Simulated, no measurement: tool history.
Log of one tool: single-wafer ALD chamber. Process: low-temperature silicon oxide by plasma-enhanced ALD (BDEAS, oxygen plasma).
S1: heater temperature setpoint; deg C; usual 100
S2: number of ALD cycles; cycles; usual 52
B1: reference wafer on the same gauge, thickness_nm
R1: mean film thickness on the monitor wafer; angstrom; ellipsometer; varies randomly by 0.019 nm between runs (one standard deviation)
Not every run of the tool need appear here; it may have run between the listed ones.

run	hour	S1	S2	B1	R1
1	0	108	55	7.791	79.21
2	70.4	108	55	7.79	79.12
3	116.6	95	46	7.796	67.95
4	184.2	95	46	7.785	67.85
5	252.9	100	52	7.784	75.9
6	400	100	52	7.787	76.03
7	486.2	100	52	7.79	75.81
8	558.3	109	60	7.795	85.98
9	600.8	109	60	7.795	85.84
# hour 613.3: gauge calibrated
10	654.2	109	60	7.785	85.84
11	742.1	100	52	7.788	75.69
12	787.8	100	52	7.793	75.89
# hour 807: thermocouple changed; heater temperature recalibrated
13	840	94	61	7.783	91.77
14	913	100	52	7.793	76.43
15	1003.5	93	42	7.787	63.06
16	1097.4	109	60	7.787	86.1
17	1205	106	43	7.789	62.24
18	1307.5	100	46	7.792	67.02
19	1394.4	107	61	7.795	87.71
20	1460.9	100	52	7.786	75.91
21	1499.4	100	52	7.789	76.05
22	1586	100	55	7.791	80.57
23	1692.9	90	55	7.786	82.73
24	1735.5	88	47	7.793	71.13

Each row is a separate what-if for the run after 24, all from the same tool condition, not one after another. Results?
A	1736	105	52	?	?
B	1736	88	44	?	?
C	1736	87	45	?	?
D	1736	110	58	?	?
E	1736	88	57	?	?

run	B1	R1
A	7.79	74.91
B	7.79	66.53
C	7.79	68.31
D	7.79	82.68
E	7.79	86.19
With the hidden condition removed and each run's random variation left untouched, the same runs would have given:
run	R1
A	75.77
B	67.98
C	69.79
D	83.63
E	88.06

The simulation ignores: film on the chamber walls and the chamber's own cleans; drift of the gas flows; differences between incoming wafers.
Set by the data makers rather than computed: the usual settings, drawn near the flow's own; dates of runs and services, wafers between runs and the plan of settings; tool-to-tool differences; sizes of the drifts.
